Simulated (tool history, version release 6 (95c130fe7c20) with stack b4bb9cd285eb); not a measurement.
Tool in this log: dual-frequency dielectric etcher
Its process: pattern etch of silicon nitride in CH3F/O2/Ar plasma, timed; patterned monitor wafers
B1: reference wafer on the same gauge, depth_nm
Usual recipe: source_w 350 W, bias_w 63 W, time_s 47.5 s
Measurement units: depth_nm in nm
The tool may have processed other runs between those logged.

{"run": 1, "hour": 0.0, "source_w": 350, "bias_w": 63, "time_s": 47.5, "B1": 30.61, "depth_nm": 32.89}
{"run": 2, "hour": 28.1, "source_w": 350, "bias_w": 63, "time_s": 47.5, "B1": 30.6, "depth_nm": 32.85}
{"run": 3, "hour": 49.5, "source_w": 350, "bias_w": 63, "time_s": 47.5, "B1": 30.61, "depth_nm": 32.85}
{"run": 4, "hour": 65.6, "source_w": 350, "bias_w": 63, "time_s": 47.5, "B1": 30.6, "depth_nm": 32.79}
{"run": 5, "hour": 83.2, "source_w": 350, "bias_w": 63, "time_s": 47.5, "B1": 30.59, "depth_nm": 32.83}
{"run": 6, "hour": 115.3, "source_w": 350, "bias_w": 63, "time_s": 52.5, "B1": 30.6, "depth_nm": 36.18}
{"run": 7, "hour": 150.9, "source_w": 350, "bias_w": 63, "time_s": 52.5, "B1": 30.61, "depth_nm": 36.15}
{"run": 8, "hour": 182.3, "source_w": 350, "bias_w": 63, "time_s": 52.5, "B1": 30.6, "depth_nm": 36.06}
{"hour": 201.0, "done": "gauge calibrated"}
{"run": 9, "hour": 215.0, "source_w": 350, "bias_w": 63, "time_s": 47.5, "B1": 30.6, "depth_nm": 32.54}
{"run": 10, "hour": 240.8, "source_w": 350, "bias_w": 63, "time_s": 52.0, "B1": 30.6, "depth_nm": 35.68}
{"hour": 285.5, "done": "upper electrode replaced"}
{"run": 11, "hour": 286.0, "source_w": 350, "bias_w": 51, "time_s": 47.5, "B1": 30.6, "depth_nm": 30.34}
{"run": 12, "hour": 295.3, "source_w": 350, "bias_w": 63, "time_s": 47.5, "B1": 30.6, "depth_nm": 32.47}
{"run": 13, "hour": 311.4, "source_w": 400, "bias_w": 59, "time_s": 54.0, "B1": 30.61, "depth_nm": 37.94}
{"hour": 328.6, "done": "source power generator calibrated"}
{"hour": 330.8, "done": "bias power generator calibrated"}
{"hour": 354.1, "done": "wet clean of the chamber"}
{"run": 14, "hour": 354.6, "source_w": 350, "bias_w": 63, "time_s": 47.5, "B1": 30.6, "depth_nm": 33.42}
{"run": 15, "hour": 367.6, "source_w": 350, "bias_w": 63, "time_s": 47.5, "B1": 30.59, "depth_nm": 33.4}
{"run": 16, "hour": 402.8, "source_w": 350, "bias_w": 69, "time_s": 35.5, "B1": 30.6, "depth_nm": 25.7}
{"run": 17, "hour": 427.0, "source_w": 350, "bias_w": 63, "time_s": 47.5, "B1": 30.6, "depth_nm": 33.17}
{"run": 18, "hour": 441.3, "source_w": 320, "bias_w": 52, "time_s": 47.5, "B1": 30.61, "depth_nm": 30.26}
{"run": 19, "hour": 457.1, "source_w": 310, "bias_w": 73, "time_s": 54.0, "B1": 30.59, "depth_nm": 38.02}

Measured result minus the same run's result without the hidden state. Both carry the same run-to-run variation, though not necessarily the same gauge scatter:
The tool's hidden condition here consists of: etch rate over this chamber's usual, %; source power that arrives over what is set, %; bias power that arrives over what is set, %; gauge reads high (%).
run=1 depth_nm=-0.58
run=2 depth_nm=-0.62
run=3 depth_nm=-0.65
run=4 depth_nm=-0.68
run=5 depth_nm=-0.71
run=6 depth_nm=-0.83
run=7 depth_nm=-0.89
run=8 depth_nm=-0.93
run=9 depth_nm=-0.89
run=10 depth_nm=-1.02
run=11 depth_nm=-0.94
run=12 depth_nm=-1.01
run=13 depth_nm=-1.21
run=14 depth_nm=-0.12
run=15 depth_nm=-0.13
run=16 depth_nm=-0.14
run=17 depth_nm=-0.22
run=18 depth_nm=-0.22
run=19 depth_nm=-0.30

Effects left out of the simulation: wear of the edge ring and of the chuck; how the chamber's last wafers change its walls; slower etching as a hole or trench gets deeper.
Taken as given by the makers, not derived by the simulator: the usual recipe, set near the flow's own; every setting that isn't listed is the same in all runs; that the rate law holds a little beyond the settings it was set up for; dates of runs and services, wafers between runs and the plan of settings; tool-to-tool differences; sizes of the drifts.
